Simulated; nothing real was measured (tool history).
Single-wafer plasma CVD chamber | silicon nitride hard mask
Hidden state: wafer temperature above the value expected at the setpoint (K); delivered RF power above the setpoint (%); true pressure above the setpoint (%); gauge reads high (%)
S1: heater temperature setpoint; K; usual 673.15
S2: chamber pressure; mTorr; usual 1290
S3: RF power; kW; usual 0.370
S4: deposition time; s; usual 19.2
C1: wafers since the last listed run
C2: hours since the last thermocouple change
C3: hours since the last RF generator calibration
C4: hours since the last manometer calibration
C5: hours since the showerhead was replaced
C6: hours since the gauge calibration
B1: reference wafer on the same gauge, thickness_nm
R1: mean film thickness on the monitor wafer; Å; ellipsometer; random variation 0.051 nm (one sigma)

run	hour	S1	S2	S3	S4	C1	C2	C3	C4	C5	C6	B1	R1
1	0.0	673.15	1290	0.370	19.2	0	1286.5	1625.7	2409.9	3317.8	102.3	21.002	215.15
2	20.1	673.15	1290	0.370	19.2	361	1306.6	1645.8	2430.0	3337.9	122.4	21.005	214.10
3	54.6	661.15	1290	0.370	20.0	620	1341.1	1680.3	2464.5	3372.4	156.9	20.999	224.38
4	78.6	661.15	1290	0.370	20.0	431	1365.1	1704.3	2488.5	3396.4	180.9	20.983	224.27
5	114.2	673.15	1290	0.370	19.2	640	1400.7	1739.9	2524.1	3432.0	216.5	20.999	214.48
6	132.4	673.15	1120	0.370	16.1	327	1418.9	1758.1	2542.3	3450.2	234.7	21.007	170.44
# hour 149.3: thermocouple changed; heater temperature recalibrated
7	156.0	673.15	1120	0.370	16.1	280	6.7	1781.7	2565.9	3473.8	258.3	20.994	170.50
# hour 179.7: RF generator calibrated
8	184.0	673.15	1290	0.370	21.9	359	34.7	4.3	2593.9	3501.8	286.3	21.004	255.94
9	219.1	673.15	1290	0.370	21.9	631	69.8	39.4	2629.0	3536.9	321.4	21.005	258.25
# hour 251.7: capacitance manometer re-zeroed and calibrated
10	252.2	677.15	1290	0.325	19.2	451	102.9	72.5	0.5	3570.0	354.5	20.990	204.90
11	277.2	673.15	1290	0.370	19.2	449	127.9	97.5	25.5	3595.0	379.5	20.994	225.33
# hour 297.7: gauge calibrated
12	306.3	673.15	1290	0.370	20.9	523	157.0	126.6	54.6	3624.1	8.6	21.012	244.37
13	323.5	673.15	1040	0.370	19.2	309	174.2	143.8	71.8	3641.3	25.8	20.995	208.98
# hour 336.7: showerhead replaced
14	354.3	684.15	1290	0.315	16.0	410	205.0	174.6	102.6	17.6	56.6	21.008	166.12
15	372.2	673.15	1290	0.370	19.2	322	222.9	192.5	120.5	35.5	74.5	21.008	224.53
16	387.0	673.15	1290	0.320	19.2	266	237.7	207.3	135.3	50.3	89.3	21.000	201.93
17	408.6	673.15	1020	0.310	19.2	388	259.3	228.9	156.9	71.9	110.9	21.017	182.43
18	440.2	673.15	1440	0.370	19.2	568	290.9	260.5	188.5	103.5	142.5	21.003	233.07
19	462.5	673.15	1470	0.370	19.2	401	313.2	282.8	210.8	125.8	164.8	21.008	233.12
20	479.1	673.15	1290	0.370	15.5	298	329.8	299.4	227.4	142.4	181.4	20.990	180.02

Forecast each of these 3 alternatives for the next run:
A	479.5	673.15	1290	0.370	19.2	7	330.2	299.8	227.8	142.8	181.8	?	?
B	479.5	661.15	1460	0.370	19.2	7	330.2	299.8	227.8	142.8	181.8	?	?
C	479.5	685.15	1290	0.370	18.0	7	330.2	299.8	227.8	142.8	181.8	?	?

run	B1	R1
A	21.009	222.38
B	21.009	233.06
C	21.009	207.27
Without the tool's hidden state the same runs would have given:
run	R1
A	225.85
B	236.70
C	210.51

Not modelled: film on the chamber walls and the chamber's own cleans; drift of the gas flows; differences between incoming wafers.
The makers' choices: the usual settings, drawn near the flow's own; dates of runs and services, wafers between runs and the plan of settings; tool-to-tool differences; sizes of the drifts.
